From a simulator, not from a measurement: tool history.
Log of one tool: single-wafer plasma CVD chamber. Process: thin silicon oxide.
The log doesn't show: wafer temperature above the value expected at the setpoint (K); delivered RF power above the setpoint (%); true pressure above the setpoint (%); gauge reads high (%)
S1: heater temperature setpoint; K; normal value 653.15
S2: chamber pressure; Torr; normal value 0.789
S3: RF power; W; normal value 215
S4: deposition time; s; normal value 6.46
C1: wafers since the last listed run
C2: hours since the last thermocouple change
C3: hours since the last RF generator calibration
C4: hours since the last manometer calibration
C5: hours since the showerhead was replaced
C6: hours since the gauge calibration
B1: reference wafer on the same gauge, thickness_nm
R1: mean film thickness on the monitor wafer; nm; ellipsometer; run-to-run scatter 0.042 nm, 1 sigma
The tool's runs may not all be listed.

Run 1, hour 0.0: usual settings but S3 240 W, S4 7.16 s; C1 0; C2 630.7; C3 1776.4; C4 1455.4; C5 3670.2; C6 558.4; B1 11.911. Result: R1 11.636 nm.
Run 2, hour 53.2: usual settings but S3 240 W, S4 7.16 s; C1 1441; C2 683.9; C3 1829.6; C4 1508.6; C5 3723.4; C6 611.6; B1 11.905. Result: R1 11.555 nm.
Run 3, hour 118.2: usual settings but S3 235 W; C1 1760; C2 748.9; C3 1894.6; C4 1573.6; C5 3788.4; C6 676.6; B1 11.919. Result: R1 10.322 nm.
Run 4, hour 193.0: usual settings but S3 235 W; C1 2026; C2 823.7; C3 1969.4; C4 1648.4; C5 3863.2; C6 751.4; B1 11.902. Result: R1 10.306 nm.
Run 5, hour 252.5: usual settings; C1 1611; C2 883.2; C3 2028.9; C4 1707.9; C5 3922.7; C6 810.9; B1 11.906. Result: R1 9.604 nm.
Run 6, hour 288.6: usual settings; C1 977; C2 919.3; C3 2065.0; C4 1744.0; C5 3958.8; C6 847.0; B1 11.905. Result: R1 9.567 nm.
Run 7, hour 360.1: usual settings; C1 1936; C2 990.8; C3 2136.5; C4 1815.5; C5 4030.3; C6 918.5; B1 11.893. Result: R1 9.635 nm.
Run 8, hour 457.6: usual settings; C1 2641; C2 1088.3; C3 2234.0; C4 1913.0; C5 4127.8; C6 1016.0; B1 11.909. Result: R1 9.528 nm.
At hour 520.5: gauge calibrated.
Run 9, hour 541.1: usual settings but S2 0.909 Torr, S3 200 W; C1 2261; C2 1171.8; C3 2317.5; C4 1996.5; C5 4211.3; C6 20.6; B1 11.901. Result: R1 10.210 nm.
Run 10, hour 608.0: usual settings but S1 643.15 K, S2 0.851 Torr, S3 190 W, S4 5.28 s; C1 1812; C2 1238.7; C3 2384.4; C4 2063.4; C5 4278.2; C6 87.5; B1 11.900. Result: R1 7.616 nm.
Run 11, hour 662.6: usual settings but S2 0.609 Torr, S3 235 W, S4 7.24 s; C1 1479; C2 1293.3; C3 2439.0; C4 2118.0; C5 4332.8; C6 142.1; B1 11.910. Result: R1 8.591 nm.
At hour 765.5: RF generator calibrated.
Run 12, hour 766.0: usual settings but S2 0.715 Torr, S3 180 W, S4 5.31 s; C1 2584; C2 1396.7; C3 0.5; C4 2221.4; C5 4436.2; C6 245.5; B1 11.899. Result: R1 6.521 nm.
At hour 783.8: thermocouple changed; heater temperature recalibrated.
Run 13, hour 865.1: usual settings but S1 642.15 K, S2 0.714 Torr, S3 180 W, S4 7.30 s; C1 2467; C2 81.3; C3 99.6; C4 2320.5; C5 4535.3; C6 344.6; B1 11.893. Result: R1 8.988 nm.
At hour 927.7: capacitance manometer re-zeroed and calibrated.
Run 14, hour 928.2: usual settings; C1 1492; C2 144.4; C3 162.7; C4 0.5; C5 4598.4; C6 407.7; B1 11.902. Result: R1 10.107 nm.
Run 15, hour 977.4: usual settings but S2 0.655 Torr, S3 200 W, S4 5.75 s; C1 1332; C2 193.6; C3 211.9; C4 49.7; C5 4647.6; C6 456.9; B1 11.900. Result: R1 6.923 nm.
At hour 989.7: showerhead replaced.
Run 16, hour 1015.2: usual settings but S2 0.684 Torr; C1 807; C2 231.4; C3 249.7; C4 87.5; C5 25.5; C6 494.7; B1 11.893. Result: R1 8.651 nm.
Run 17, hour 1200.3: usual settings but S3 240 W, S4 7.16 s; C1 5014; C2 416.5; C3 434.8; C4 272.6; C5 210.6; C6 679.8; B1 11.898. Result: R1 11.969 nm.
Run 18, hour 1258.6: usual settings but S2 0.970 Torr, S3 175 W; C1 1579; C2 474.8; C3 493.1; C4 330.9; C5 268.9; C6 738.1; B1 11.911. Result: R1 10.111 nm.

Had the tool no unlogged condition, and each run kept its random variation, what would the results have been?
run      R1
  1  12.186
  2  12.118
  3  10.845
  4  10.849
  5  10.161
  6  10.132
  7  10.224
  8  10.138
  9  10.902
 10   8.175
 11   9.154
 12   6.565
 13   9.073
 14  10.206
 15   7.004
 16   8.755
 17  12.159
 18  10.317
